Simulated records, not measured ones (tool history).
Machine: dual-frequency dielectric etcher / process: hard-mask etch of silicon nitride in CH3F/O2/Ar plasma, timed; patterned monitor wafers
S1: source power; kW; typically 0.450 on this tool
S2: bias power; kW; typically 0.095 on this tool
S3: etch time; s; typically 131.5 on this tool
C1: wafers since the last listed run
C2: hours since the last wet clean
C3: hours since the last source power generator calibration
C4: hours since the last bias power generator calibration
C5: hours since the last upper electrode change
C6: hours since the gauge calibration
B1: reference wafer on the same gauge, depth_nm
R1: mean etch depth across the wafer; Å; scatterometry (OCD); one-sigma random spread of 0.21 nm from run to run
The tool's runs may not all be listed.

Run 1, hour 0.0: usual settings; C1 0; C2 299.3; C3 4638.3; C4 1536.5; C5 2636.5; C6 493.6; B1 122.0. Result: R1 1054 Å.
Run 2, hour 91.4: usual settings; C1 954; C2 390.7; C3 4729.7; C4 1627.9; C5 2727.9; C6 585.0; B1 122.0. Result: R1 1053 Å.
Run 3, hour 196.1: usual settings; C1 1092; C2 495.4; C3 4834.4; C4 1732.6; C5 2832.6; C6 689.7; B1 122.0. Result: R1 1048 Å.
At hour 264.2: wet clean of the chamber.
Run 4, hour 275.8: usual settings but S1 0.480 kW; C1 581; C2 11.6; C3 4914.1; C4 1812.3; C5 2912.3; C6 769.4; B1 122.1. Result: R1 1090 Å.
Run 5, hour 371.7: usual settings but S2 0.111 kW, S3 118.0 s; C1 1001; C2 107.5; C3 5010.0; C4 1908.2; C5 3008.2; C6 865.3; B1 122.1. Result: R1 1004 Å.
At hour 465.4: bias power generator calibrated.
Run 6, hour 465.9: usual settings; C1 941; C2 201.7; C3 5104.2; C4 0.5; C5 3102.4; C6 959.5; B1 122.0. Result: R1 1058 Å.
At hour 536.8: source power generator calibrated.
Run 7, hour 537.3: usual settings; C1 703; C2 273.1; C3 0.5; C4 71.9; C5 3173.8; C6 1030.9; B1 122.0. Result: R1 1057 Å.
Run 8, hour 606.1: usual settings but S1 0.390 kW, S2 0.072 kW, S3 161.5 s; C1 718; C2 341.9; C3 69.3; C4 140.7; C5 3242.6; C6 1099.7; B1 122.0. Result: R1 1120 Å.
Run 9, hour 645.1: usual settings but S1 0.490 kW, S2 0.116 kW, S3 102.0 s; C1 407; C2 380.9; C3 108.3; C4 179.7; C5 3281.6; C6 1138.7; B1 122.0. Result: R1 903 Å.
Run 10, hour 727.6: usual settings but S1 0.550 kW, S2 0.117 kW, S3 150.5 s; C1 861; C2 463.4; C3 190.8; C4 262.2; C5 3364.1; C6 1221.2; B1 122.1. Result: R1 1394 Å.
Run 11, hour 768.6: usual settings but S1 0.410 kW; C1 427; C2 504.4; C3 231.8; C4 303.2; C5 3405.1; C6 1262.2; B1 122.1. Result: R1 1008 Å.
Run 12, hour 849.7: usual settings but S1 0.510 kW, S2 0.112 kW; C1 846; C2 585.5; C3 312.9; C4 384.3; C5 3486.2; C6 1343.3; B1 122.0. Result: R1 1163 Å.
At hour 876.9: wet clean of the chamber.
At hour 919.3: gauge calibrated.
At hour 935.4: upper electrode replaced.
Run 13, hour 1139.9: usual settings but S3 158.5 s; C1 2528; C2 263.0; C3 603.1; C4 674.5; C5 204.5; C6 220.6; B1 121.9. Result: R1 1278 Å.
Run 14, hour 1212.7: usual settings; C1 759; C2 335.8; C3 675.9; C4 747.3; C5 277.3; C6 293.4; B1 122.0. Result: R1 1050 Å.

Below, some changes in R1 between adjacent runs. For each, the amount present without the hidden state too (settings, incoming material, random variation) and the amount remaining for the hidden state with gauge scatter not shared by both compared results:
Hidden state present: etch rate over this chamber's usual, %; source power that arrives over what is set, %; bias power that arrives over what is set, %; gauge reads high (%).
Run 3 -> 4: S1 0.450 -> 0.480, wet clean of the chamber. R1 +42 Å: hidden state +14, all else +28.
Run 9 -> 10: S1 0.490 -> 0.550, S2 0.116 -> 0.117, S3 102.0 -> 150.5. R1 +491 Å: hidden state -7, all else +498.

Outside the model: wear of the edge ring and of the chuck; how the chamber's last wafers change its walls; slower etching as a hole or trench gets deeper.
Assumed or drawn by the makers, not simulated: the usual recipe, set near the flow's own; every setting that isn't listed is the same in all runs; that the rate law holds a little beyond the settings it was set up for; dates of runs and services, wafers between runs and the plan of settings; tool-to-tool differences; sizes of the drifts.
